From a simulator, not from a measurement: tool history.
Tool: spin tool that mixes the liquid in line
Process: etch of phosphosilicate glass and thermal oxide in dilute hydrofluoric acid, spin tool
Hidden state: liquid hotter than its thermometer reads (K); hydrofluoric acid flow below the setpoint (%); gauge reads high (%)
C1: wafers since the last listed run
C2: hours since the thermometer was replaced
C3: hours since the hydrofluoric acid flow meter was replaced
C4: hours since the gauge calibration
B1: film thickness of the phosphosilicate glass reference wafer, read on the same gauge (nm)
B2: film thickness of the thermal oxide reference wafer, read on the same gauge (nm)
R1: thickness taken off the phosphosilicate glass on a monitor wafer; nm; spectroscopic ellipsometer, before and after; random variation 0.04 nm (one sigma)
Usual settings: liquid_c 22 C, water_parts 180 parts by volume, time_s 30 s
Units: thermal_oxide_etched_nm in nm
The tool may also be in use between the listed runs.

Run 1, hour 0: usual settings but water_parts 110 parts by volume; C1 0; C2 2219; C3 1472.8; C4 91.5; B1 100.03; B2 30.011. Result: R1 36.6 nm, thermal_oxide_etched_nm 1.157 nm.
Run 2, hour 13: usual settings but water_parts 110 parts by volume; C1 187; C2 2232; C3 1485.8; C4 104.5; B1 100; B2 29.985. Result: R1 36.46 nm, thermal_oxide_etched_nm 1.255 nm.
Run 3, hour 22.8: usual settings; C1 141; C2 2241.8; C3 1495.6; C4 114.3; B1 100; B2 30.009. Result: R1 20.6 nm, thermal_oxide_etched_nm 0.659 nm.
Run 4, hour 34.6: usual settings but water_parts 230 parts by volume; C1 170; C2 2253.6; C3 1507.4; C4 126.1; B1 100; B2 30.019. Result: R1 15.19 nm, thermal_oxide_etched_nm 0.464 nm.
Run 5, hour 43.3: usual settings; C1 125; C2 2262.3; C3 1516.1; C4 134.8; B1 100; B2 30.007. Result: R1 20.56 nm, thermal_oxide_etched_nm 0.638 nm.
Run 6, hour 52.9: usual settings; C1 138; C2 2271.9; C3 1525.7; C4 144.4; B1 100; B2 30.005. Result: R1 20.52 nm, thermal_oxide_etched_nm 0.659 nm.
Run 7, hour 61.2: usual settings; C1 119; C2 2280.2; C3 1534; C4 152.7; B1 100; B2 30.012. Result: R1 20.53 nm, thermal_oxide_etched_nm 0.647 nm.
At hour 71.1: gauge calibrated.
Run 8, hour 72.2: usual settings; C1 158; C2 2291.2; C3 1545; C4 1.1; B1 100.01; B2 30.009. Result: R1 20.53 nm, thermal_oxide_etched_nm 0.66 nm.
Run 9, hour 83: usual settings; C1 156; C2 2302; C3 1555.8; C4 11.9; B1 99.99; B2 29.976. Result: R1 20.57 nm, thermal_oxide_etched_nm 0.677 nm.
At hour 98.8: hydrofluoric acid flow meter replaced.
Run 10, hour 100.4: usual settings; C1 236; C2 2319.4; C3 1.6; C4 29.3; B1 100.01; B2 30.003. Result: R1 21.8 nm, thermal_oxide_etched_nm 0.714 nm.
Run 11, hour 111.3: usual settings but liquid_c 20 C, water_parts 130 parts by volume, time_s 50 s; C1 157; C2 2330.3; C3 12.5; C4 40.2; B1 100; B2 29.999. Result: R1 49.28 nm, thermal_oxide_etched_nm 1.644 nm.
Run 12, hour 119.1: usual settings but liquid_c 24 C, water_parts 120 parts by volume, time_s 40 s; C1 112; C2 2338.1; C3 20.3; C4 48; B1 100; B2 29.987. Result: R1 50.56 nm, thermal_oxide_etched_nm 1.622 nm.
Run 13, hour 136: usual settings but liquid_c 20.5 C, water_parts 240 parts by volume, time_s 40 s; C1 244; C2 2355; C3 37.2; C4 64.9; B1 100.01; B2 30.005. Result: R1 19.37 nm, thermal_oxide_etched_nm 0.608 nm.
Run 14, hour 153.9: usual settings; C1 258; C2 2372.9; C3 55.1; C4 82.8; B1 99.99; B2 30.013. Result: R1 21.85 nm, thermal_oxide_etched_nm 0.694 nm.
At hour 156.3: thermometer replaced.
Run 15, hour 168.9: usual settings but liquid_c 26 C, water_parts 245 parts by volume, time_s 25 s; C1 202; C2 12.6; C3 70.1; C4 97.8; B1 99.98; B2 30.003. Result: R1 13.25 nm, thermal_oxide_etched_nm 0.399 nm.

Forecast run 16:
Run 16, hour 179.5: usual settings; C1 153; C2 23.2; C3 80.7; C4 108.4; B1 ?; B2 ?. Result: R1 ?, thermal_oxide_etched_nm ?.

Run 16 gave B1 99.99, B2 29.987, R1 20.07 nm, thermal_oxide_etched_nm 0.62 nm.
Without the tool's hidden state the same run would have given R1 20.08 nm, thermal_oxide_etched_nm 0.62 nm.
